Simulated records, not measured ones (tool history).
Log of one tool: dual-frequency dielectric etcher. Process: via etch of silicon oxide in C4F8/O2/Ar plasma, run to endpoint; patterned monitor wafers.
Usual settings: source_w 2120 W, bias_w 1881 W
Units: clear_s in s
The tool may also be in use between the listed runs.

| run | hour | source_w | bias_w | incoming incoming film thickness, nm | clear_s |
|---|---|---|---|---|---|
| 1 | 0.0 | 2120 | 2044 | 1041.9 | 176.0 |
| 2 | 8.2 | 2120 | 2044 | 1048.2 | 177.6 |
| 3 | 18.4 | 2120 | 1556 | 1054.4 | 187.8 |
| 4 | 26.4 | 2360 | 1881 | 1049.0 | 170.2 |
| 5 | 37.6 | 2120 | 1881 | 1055.4 | 180.3 |
| 6 | 51.6 | 2120 | 1881 | 1052.6 | 180.7 |
| 7 | 62.2 | 2120 | 1881 | 1050.3 | 180.6 |
| 8 | 71.5 | 2120 | 1881 | 1050.6 | 178.4 |
| 9 | 88.3 | 2120 | 1738 | 1042.0 | 181.2 |
| 10 | 103.3 | 2120 | 1881 | 1060.3 | 180.8 |
|  | 133.3 | upper electrode replaced |
|  | 147.7 | wet clean of the chamber |
| 11 | 148.2 | 2120 | 1881 | 1042.8 | 182.9 |
| 12 | 148.5 | 2120 | 2092 | 1040.7 | 179.4 |
| 13 | 148.9 | 2120 | 2092 | 1045.6 | 179.0 |
| 14 | 149.3 | 2120 | 2092 | 1051.5 | 181.8 |
| 15 | 151.6 | 2120 | 1881 | 1044.6 | 182.4 |
| 16 | 160.0 | 1930 | 2206 | 1037.9 | 186.6 |
| 17 | 174.5 | 2120 | 1881 | 1046.1 | 184.8 |
| 18 | 191.4 | 2320 | 1881 | 1046.1 | 172.5 |
|  | 200.2 | bias power generator calibrated |
| 19 | 203.9 | 2120 | 1881 | 1056.9 | 186.0 |
| 20 | 213.6 | 1850 | 1574 | 1057.4 | 208.2 |
| 21 | 222.0 | 1920 | 1722 | 1047.2 | 196.7 |
| 22 | 234.0 | 2550 | 2212 | 1044.2 | 159.5 |
| 23 | 248.0 | 2120 | 2092 | 1054.9 | 180.2 |
|  | 255.3 | source power generator calibrated |
| 24 | 255.8 | 2360 | 2294 | 1047.2 | 166.1 |
| 25 | 267.6 | 2120 | 1881 | 1028.6 | 179.8 |
| 26 | 278.3 | 1680 | 1460 | 1053.7 | 223.8 |
| 27 | 293.2 | 2120 | 1881 | 1046.0 | 182.0 |
| 28 | 309.9 | 2120 | 1881 | 1039.5 | 180.6 |
| 29 | 317.4 | 1700 | 1881 | 1042.6 | 207.8 |
| 30 | 327.1 | 2450 | 1881 | 1057.0 | 168.3 |
| 31 | 334.8 | 1700 | 1881 | 1049.8 | 209.1 |
| 32 | 342.1 | 1630 | 1668 | 1044.3 | 219.2 |
| 33 | 351.1 | 2120 | 1738 | 1045.9 | 184.6 |
| 34 | 367.0 | 1640 | 1881 | 1056.3 | 214.8 |
| 35 | 382.5 | 2640 | 1623 | 1046.9 | 165.0 |

4 ways to go on from here, each from the tool as it stands after run 35. What would each give?
| A | 383.0 | 2120 | 2008 | 1040.5 | ? |
| B | 383.0 | 1880 | 2098 | 1040.5 | ? |
| C | 383.0 | 2600 | 2207 | 1040.5 | ? |
| D | 383.0 | 2440 | 1881 | 1040.5 | ? |

| run | clear_s |
|---|---|
| A | 176.9 |
| B | 188.4 |
| C | 154.6 |
| D | 165.4 |
Without the tool's hidden state the same runs would have given:
| run | clear_s |
|---|---|
| A | 178.6 |
| B | 190.2 |
| C | 156.1 |
| D | 167.0 |

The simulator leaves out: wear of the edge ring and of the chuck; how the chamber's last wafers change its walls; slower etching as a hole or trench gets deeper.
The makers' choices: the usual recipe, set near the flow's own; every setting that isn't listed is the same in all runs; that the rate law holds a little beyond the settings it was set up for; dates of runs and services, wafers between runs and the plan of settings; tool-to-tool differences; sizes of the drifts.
